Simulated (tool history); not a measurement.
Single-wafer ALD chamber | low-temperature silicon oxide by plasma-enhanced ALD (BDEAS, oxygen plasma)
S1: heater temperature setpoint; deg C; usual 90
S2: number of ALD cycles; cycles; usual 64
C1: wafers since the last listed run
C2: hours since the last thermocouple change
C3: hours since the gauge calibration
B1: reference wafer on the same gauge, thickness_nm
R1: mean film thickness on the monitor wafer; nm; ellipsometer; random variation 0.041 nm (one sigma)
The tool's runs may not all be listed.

run	hour	S1	S2	C1	C2	C3	B1	R1
1	0	90	64	0	1451.3	557.6	11.488	9.345
2	58.8	90	64	164	1510.1	616.4	11.464	9.357
# hour 92.5: thermocouple changed; heater temperature recalibrated
3	119	90	73	145	26.5	676.6	11.481	10.893
4	145.2	90	73	73	52.7	702.8	11.489	10.964
5	186.4	90	61	115	93.9	744	11.482	9.191
6	213.6	90	61	75	121.1	771.2	11.482	9.218
7	241.6	90	61	78	149.1	799.2	11.488	9.169
8	310.7	81	64	192	218.2	868.3	11.479	9.922
9	354.8	81	64	123	262.3	912.4	11.483	9.831
10	404.9	90	64	139	312.4	962.5	11.496	9.568
11	517.3	90	64	313	424.8	1074.9	11.484	9.607
12	568.1	90	64	141	475.6	1125.7	11.492	9.569
13	620.4	90	72	146	527.9	1178	11.478	10.815
14	674.8	90	72	151	582.3	1232.4	11.499	10.772
15	733.4	90	72	163	640.9	1291	11.465	10.796
16	777	90	69	121	684.5	1334.6	11.494	10.349
17	814.2	90	69	103	721.7	1371.8	11.483	10.33
18	851.6	90	69	104	759.1	1409.2	11.477	10.253
# hour 904.1: gauge calibrated
19	914.1	90	67	174	821.6	10	11.468	9.982
20	959.2	90	67	125	866.7	55.1	11.475	9.994
21	994.9	90	67	99	902.4	90.8	11.47	9.976
22	1036.5	90	56	116	944	132.4	11.475	8.329
23	1106.1	90	64	194	1013.6	202	11.469	9.548
24	1171.9	90	58	183	1079.4	267.8	11.47	8.525
25	1238.9	90	61	187	1146.4	334.8	11.458	9.034
26	1266.8	80	64	77	1174.3	362.7	11.476	9.839
27	1297.7	97	64	86	1205.2	393.6	11.501	9.238
28	1343.1	104	54	126	1250.6	439	11.471	7.666
29	1393	98	76	139	1300.5	488.9	11.452	11.046
30	1424.2	103	56	87	1331.7	520.1	11.469	7.93
31	1469.4	90	64	126	1376.9	565.3	11.467	9.411
32	1540.9	82	55	199	1448.4	636.8	11.492	8.309
33	1594.8	90	64	150	1502.3	690.7	11.477	9.393
# hour 1619.2: thermocouple changed; heater temperature recalibrated
34	1658.9	80	58	156	39.7	754.8	11.482	8.949
35	1701.5	84	75	118	82.3	797.4	11.465	11.441
36	1748.6	99	54	131	129.4	844.5	11.469	7.84
37	1810.6	98	64	173	191.4	906.5	11.484	9.297
38	1880.3	82	73	194	261.1	976.2	11.485	11.221
39	1925.6	90	64	126	306.4	1021.5	11.487	9.623
40	1986.5	81	55	170	367.3	1082.4	11.49	8.486
41	2056	103	74	194	436.8	1151.9	11.477	10.637
# hour 2076.4: gauge calibrated
42	2103.1	90	53	131	483.9	26.7	11.476	7.924
43	2144.6	80	60	115	525.4	68.2	11.49	9.315
44	2186.7	100	60	117	567.5	110.3	11.468	8.657
45	2216.7	90	64	83	597.5	140.3	11.492	9.554
46	2254.5	85	61	105	635.3	178.1	11.458	9.243

What the log doesn't show, run by run:
gauge reads high (%): 0 in every run
H1: wafer temperature above the value expected at the setpoint (K)
run	H1
1	6.78
2	7.27
3	-0.208
4	-0.202
5	-0.185
6	-0.168
7	-0.146
8	-0.0741
9	-0.0137
10	0.0684
11	0.305
12	0.435
13	0.585
14	0.757
15	0.961
16	1.13
17	1.27
18	1.43
19	1.71
20	1.93
21	2.11
22	2.33
23	2.72
24	3.11
25	3.54
26	3.72
27	3.93
28	4.25
29	4.61
30	4.85
31	5.19
32	5.77
33	6.22
34	0.331
35	0.346
36	0.375
37	0.431
38	0.521
39	0.594
40	0.711
41	0.871
42	0.994
43	1.11
44	1.24
45	1.34
46	1.48
